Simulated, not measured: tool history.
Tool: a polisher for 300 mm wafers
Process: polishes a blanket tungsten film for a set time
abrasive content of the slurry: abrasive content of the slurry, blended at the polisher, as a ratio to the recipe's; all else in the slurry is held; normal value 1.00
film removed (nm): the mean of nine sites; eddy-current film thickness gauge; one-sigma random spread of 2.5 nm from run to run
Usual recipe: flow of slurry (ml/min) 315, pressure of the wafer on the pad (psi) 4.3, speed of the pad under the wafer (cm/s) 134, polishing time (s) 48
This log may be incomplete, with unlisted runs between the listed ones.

run,day,flow of slurry (ml/min),pressure of the wafer on the pad (psi),speed of the pad under the wafer (cm/s),abrasive content of the slurry,polishing time (s),wafers since the last listed run,wafers polished on this pad,hours since the slurry nozzle was cleaned,hours since the head pressure was calibrated,hours since the slurry blender was calibrated,hours since the slurry got fresh peroxide,"incoming thickness of the incoming film, nm",film removed (nm)
1,0.000,315,4.3,134,1.00,48,0,573,88.1,11.3,23.7,70.6,979.5,339.1
2,1.254,315,4.3,134,1.00,48,382,955,118.2,41.4,53.8,100.7,978.3,341.5
3,3.683,315,4.3,134,1.00,48,739,1695,176.5,99.7,112.1,159.0,977.9,330.5
# day 5.096: slurry tank refilled with fresh slurry and peroxide
4,5.675,315,4.3,134,1.00,48,593,2289,224.3,147.5,159.9,13.9,973.2,320.2
# day 6.367: worn pad replaced by a new one
5,7.988,315,4.3,134,1.10,48,653,493,279.8,203.0,215.4,69.4,972.2,350.4
6,9.579,315,3.5,134,1.10,48,484,978,318.0,241.2,253.6,107.6,979.0,296.9
7,10.871,315,4.3,162,1.00,48,393,1372,349.0,272.2,284.6,138.6,990.2,388.5
8,12.638,315,4.3,162,1.00,48,538,1910,391.4,314.6,327.0,181.0,969.2,367.2
# day 12.738: slurry tank refilled with fresh slurry and peroxide
9,13.783,315,4.3,162,1.00,48,336,2246,418.9,342.1,354.5,25.1,985.8,363.8
# day 14.700: worn pad replaced by a new one
# day 15.412: head pressure recalibrated
10,15.962,315,4.3,134,1.00,60,587,358,471.2,13.2,406.8,77.4,978.7,402.6
# day 16.417: slurry blender recalibrated
# day 18.658: slurry nozzle cleaned
11,18.779,315,4.3,134,1.00,48,819,1178,2.9,80.8,56.7,145.0,982.4,332.2
# day 20.296: slurry tank refilled with fresh slurry and peroxide
12,21.350,315,4.3,134,1.00,44,770,1949,64.6,142.5,118.4,25.3,974.9,293.4
# day 21.804: worn pad replaced by a new one
13,23.392,260,4.3,178,0.80,55,571,483,113.6,191.5,167.4,74.3,995.8,451.1
14,25.467,315,4.3,134,1.25,31,632,1115,163.4,241.3,217.2,124.1,972.6,234.9
15,27.862,315,4.3,162,1.00,48,729,1845,220.9,298.8,274.7,181.6,983.6,386.5
# day 28.154: slurry tank refilled with fresh slurry and peroxide
# day 29.692: worn pad replaced by a new one
16,30.004,315,3.2,168,0.85,35,588,95,272.3,350.2,326.1,44.4,980.6,230.1
# day 30.821: head pressure recalibrated
17,31.058,315,4.3,134,1.00,48,295,390,297.6,5.7,351.4,69.7,979.5,342.2
# day 32.283: slurry blender recalibrated
18,32.388,315,4.3,134,1.00,36,379,770,329.5,37.6,2.5,101.6,991.9,254.2
19,33.542,315,4.3,134,1.00,40,351,1122,357.2,65.3,30.2,129.3,959.5,276.8
20,35.862,315,3.4,134,1.20,48,706,1828,412.9,121.0,85.9,185.0,972.1,282.2
# day 35.954: slurry tank refilled with fresh slurry and peroxide
# day 37.504: worn pad replaced by a new one
21,38.596,220,4.3,134,1.00,48,769,331,478.5,186.6,151.5,63.4,960.6,304.9

List, for all runs, the conditions of the tool that the log does not record:
deviation of the head's pressure from its setpoint, %: 0, the same for each run
abrasive missing from the slurry, %: 0, the same for each run
peroxide lost from the slurry, %: 0, the same for each run
H1: removal rate lost through wear of the pad, %
H2: slurry flow missing at the pad, %
run,H1,H2
1,0.784,2.18
2,1.64,3.15
3,4.44,5.85
4,7.85,8.85
5,1.84,13.2
6,2.82,16.8
7,4.09,20.1
8,6.52,25
9,8.52,28.5
10,2.12,35.8
11,4.04,1.62
12,7.55,2.27
13,0.582,3.64
14,1.97,5.8
15,4.94,9.26
16,0.0255,13.2
17,0.251,15.5
18,0.939,18.6
19,1.9,21.6
20,4.87,28.3
21,0.639,37.5

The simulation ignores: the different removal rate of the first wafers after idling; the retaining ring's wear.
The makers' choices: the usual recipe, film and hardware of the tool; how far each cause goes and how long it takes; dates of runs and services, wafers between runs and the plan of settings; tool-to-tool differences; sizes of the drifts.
